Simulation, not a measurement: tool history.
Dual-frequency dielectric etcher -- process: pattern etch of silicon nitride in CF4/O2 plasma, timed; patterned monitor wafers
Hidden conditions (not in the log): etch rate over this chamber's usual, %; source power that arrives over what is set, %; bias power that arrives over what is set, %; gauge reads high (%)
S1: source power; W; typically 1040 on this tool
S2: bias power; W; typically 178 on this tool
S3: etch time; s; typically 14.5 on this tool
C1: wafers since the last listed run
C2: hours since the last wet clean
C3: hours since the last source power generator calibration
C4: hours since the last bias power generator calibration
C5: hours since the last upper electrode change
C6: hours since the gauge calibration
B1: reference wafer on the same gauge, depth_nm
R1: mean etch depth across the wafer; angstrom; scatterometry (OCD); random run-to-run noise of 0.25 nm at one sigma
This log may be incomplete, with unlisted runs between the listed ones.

{"run": 1, "day": 0.0, "S1": 1040, "S2": 178, "S3": 14.5, "C1": 0, "C2": 364.4, "C3": 2657.6, "C4": 1460.7, "C5": 2197.1, "C6": 840.7, "B1": 48.1, "R1": 543}
{"day": 0.983, "done": "gauge calibrated"}
{"run": 2, "day": 1.871, "S1": 1040, "S2": 178, "S3": 14.5, "C1": 668, "C2": 409.3, "C3": 2702.5, "C4": 1505.6, "C5": 2242.0, "C6": 21.3, "B1": 48.1, "R1": 539}
{"run": 3, "day": 2.929, "S1": 1040, "S2": 178, "S3": 14.5, "C1": 378, "C2": 434.7, "C3": 2727.9, "C4": 1531.0, "C5": 2267.4, "C6": 46.7, "B1": 48.3, "R1": 539}
{"run": 4, "day": 5.762, "S1": 1040, "S2": 178, "S3": 14.5, "C1": 1012, "C2": 502.7, "C3": 2795.9, "C4": 1599.0, "C5": 2335.4, "C6": 114.7, "B1": 48.3, "R1": 531}
{"day": 7.708, "done": "wet clean of the chamber"}
{"run": 5, "day": 7.729, "S1": 1040, "S2": 178, "S3": 14.5, "C1": 345, "C2": 0.5, "C3": 2843.1, "C4": 1646.2, "C5": 2382.6, "C6": 161.9, "B1": 48.1, "R1": 564}
{"run": 6, "day": 8.788, "S1": 1040, "S2": 178, "S3": 14.5, "C1": 378, "C2": 25.9, "C3": 2868.5, "C4": 1671.6, "C5": 2408.0, "C6": 187.3, "B1": 48.2, "R1": 563}
{"run": 7, "day": 9.788, "S1": 1040, "S2": 150, "S3": 14.5, "C1": 357, "C2": 49.9, "C3": 2892.5, "C4": 1695.6, "C5": 2432.0, "C6": 211.3, "B1": 48.3, "R1": 504}
{"run": 8, "day": 12.608, "S1": 1040, "S2": 150, "S3": 14.5, "C1": 1008, "C2": 117.6, "C3": 2960.2, "C4": 1763.3, "C5": 2499.7, "C6": 279.0, "B1": 48.2, "R1": 503}
{"run": 9, "day": 13.812, "S1": 890, "S2": 178, "S3": 14.5, "C1": 430, "C2": 146.5, "C3": 2989.1, "C4": 1792.2, "C5": 2528.6, "C6": 307.9, "B1": 48.2, "R1": 485}
{"run": 10, "day": 18.646, "S1": 890, "S2": 178, "S3": 14.5, "C1": 1727, "C2": 262.5, "C3": 3105.1, "C4": 1908.2, "C5": 2644.6, "C6": 423.9, "B1": 48.1, "R1": 480}
{"run": 11, "day": 19.867, "S1": 890, "S2": 178, "S3": 14.5, "C1": 436, "C2": 291.8, "C3": 3134.4, "C4": 1937.5, "C5": 2673.9, "C6": 453.2, "B1": 48.1, "R1": 472}
{"run": 12, "day": 21.121, "S1": 1040, "S2": 168, "S3": 14.5, "C1": 448, "C2": 321.9, "C3": 3164.5, "C4": 1967.6, "C5": 2704.0, "C6": 483.3, "B1": 48.3, "R1": 524}
{"day": 22.629, "done": "upper electrode replaced"}
{"run": 13, "day": 22.65, "S1": 930, "S2": 178, "S3": 17.5, "C1": 189, "C2": 358.6, "C3": 3201.2, "C4": 2004.3, "C5": 0.5, "C6": 520.0, "B1": 48.1, "R1": 594}
{"day": 23.392, "done": "source power generator calibrated"}
{"run": 14, "day": 25.067, "S1": 930, "S2": 178, "S3": 17.5, "C1": 804, "C2": 416.6, "C3": 40.2, "C4": 2062.3, "C5": 58.5, "C6": 578.0, "B1": 48.2, "R1": 589}
{"day": 26.788, "done": "wet clean of the chamber"}
{"run": 15, "day": 27.292, "S1": 1040, "S2": 140, "S3": 18.5, "C1": 437, "C2": 12.1, "C3": 93.6, "C4": 2115.7, "C5": 111.9, "C6": 631.4, "B1": 48.3, "R1": 615}
{"run": 16, "day": 29.492, "S1": 1040, "S2": 178, "S3": 14.5, "C1": 786, "C2": 64.9, "C3": 146.4, "C4": 2168.5, "C5": 164.7, "C6": 684.2, "B1": 48.3, "R1": 555}
{"run": 17, "day": 31.908, "S1": 810, "S2": 198, "S3": 17.0, "C1": 863, "C2": 122.9, "C3": 204.4, "C4": 2226.5, "C5": 222.7, "C6": 742.2, "B1": 48.1, "R1": 549}
{"day": 32.846, "done": "bias power generator calibrated"}
{"day": 32.975, "done": "gauge calibrated"}
{"run": 18, "day": 34.025, "S1": 1040, "S2": 220, "S3": 12.0, "C1": 696, "C2": 173.7, "C3": 255.2, "C4": 28.3, "C5": 273.5, "C6": 25.2, "B1": 48.3, "R1": 506}
{"run": 19, "day": 35.325, "S1": 1040, "S2": 159, "S3": 12.0, "C1": 464, "C2": 204.9, "C3": 286.4, "C4": 59.5, "C5": 304.7, "C6": 56.4, "B1": 48.3, "R1": 423}
{"run": 20, "day": 37.883, "S1": 1200, "S2": 178, "S3": 14.5, "C1": 914, "C2": 266.3, "C3": 347.8, "C4": 120.9, "C5": 366.1, "C6": 117.8, "B1": 48.2, "R1": 615}
{"run": 21, "day": 40.579, "S1": 1040, "S2": 178, "S3": 14.5, "C1": 963, "C2": 331.0, "C3": 412.5, "C4": 185.6, "C5": 430.8, "C6": 182.5, "B1": 48.3, "R1": 536}
{"run": 22, "day": 42.904, "S1": 1040, "S2": 196, "S3": 14.5, "C1": 830, "C2": 386.8, "C3": 468.3, "C4": 241.4, "C5": 486.6, "C6": 238.3, "B1": 48.2, "R1": 560}
{"day": 45.0, "done": "wet clean of the chamber"}
{"run": 23, "day": 45.021, "S1": 1040, "S2": 205, "S3": 15.5, "C1": 399, "C2": 0.5, "C3": 519.1, "C4": 292.2, "C5": 537.4, "C6": 289.1, "B1": 48.1, "R1": 648}
{"run": 24, "day": 47.171, "S1": 960, "S2": 178, "S3": 16.5, "C1": 768, "C2": 52.1, "C3": 570.7, "C4": 343.8, "C5": 589.0, "C6": 340.7, "B1": 48.3, "R1": 594}
{"run": 25, "day": 49.075, "S1": 1040, "S2": 178, "S3": 14.5, "C1": 680, "C2": 97.8, "C3": 616.4, "C4": 389.5, "C5": 634.7, "C6": 386.4, "B1": 48.1, "R1": 559}
{"run": 26, "day": 50.092, "S1": 1040, "S2": 178, "S3": 14.5, "C1": 363, "C2": 122.2, "C3": 640.8, "C4": 413.9, "C5": 659.1, "C6": 410.8, "B1": 48.2, "R1": 552}
{"run": 27, "day": 51.612, "S1": 790, "S2": 178, "S3": 14.5, "C1": 543, "C2": 158.7, "C3": 677.3, "C4": 450.4, "C5": 695.6, "C6": 447.3, "B1": 48.2, "R1": 433}
{"run": 28, "day": 53.129, "S1": 840, "S2": 178, "S3": 14.5, "C1": 542, "C2": 195.1, "C3": 713.7, "C4": 486.8, "C5": 732.0, "C6": 483.7, "B1": 48.3, "R1": 455}
{"run": 29, "day": 54.879, "S1": 1040, "S2": 178, "S3": 14.5, "C1": 625, "C2": 237.1, "C3": 755.7, "C4": 528.8, "C5": 774.0, "C6": 525.7, "B1": 48.2, "R1": 547}

What if the next run were any one of these 5? Each begins from the tool's condition after run 29:
{"run": "A", "day": 54.896, "S1": 930, "S2": 178, "S3": 14.5, "C1": 5, "C2": 237.5, "C3": 756.1, "C4": 529.2, "C5": 774.4, "C6": 526.1, "B1": "?", "R1": "?"}
{"run": "B", "day": 54.896, "S1": 1040, "S2": 178, "S3": 12.5, "C1": 5, "C2": 237.5, "C3": 756.1, "C4": 529.2, "C5": 774.4, "C6": 526.1, "B1": "?", "R1": "?"}
{"run": "C", "day": 54.896, "S1": 1260, "S2": 178, "S3": 18.5, "C1": 5, "C2": 237.5, "C3": 756.1, "C4": 529.2, "C5": 774.4, "C6": 526.1, "B1": "?", "R1": "?"}
{"run": "D", "day": 54.896, "S1": 1040, "S2": 202, "S3": 12.5, "C1": 5, "C2": 237.5, "C3": 756.1, "C4": 529.2, "C5": 774.4, "C6": 526.1, "B1": "?", "R1": "?"}
{"run": "E", "day": 54.896, "S1": 820, "S2": 216, "S3": 10.0, "C1": 5, "C2": 237.5, "C3": 756.1, "C4": 529.2, "C5": 774.4, "C6": 526.1, "B1": "?", "R1": "?"}

run=A B1=48.3 R1=498
run=B B1=48.3 R1=473
run=C B1=48.3 R1=827
run=D B1=48.3 R1=508
run=E B1=48.3 R1=343
With the hidden condition removed and each run's random variation left untouched, the same runs would have given:
run=A R1=510
run=B R1=484
run=C R1=848
run=D R1=520
run=E R1=352
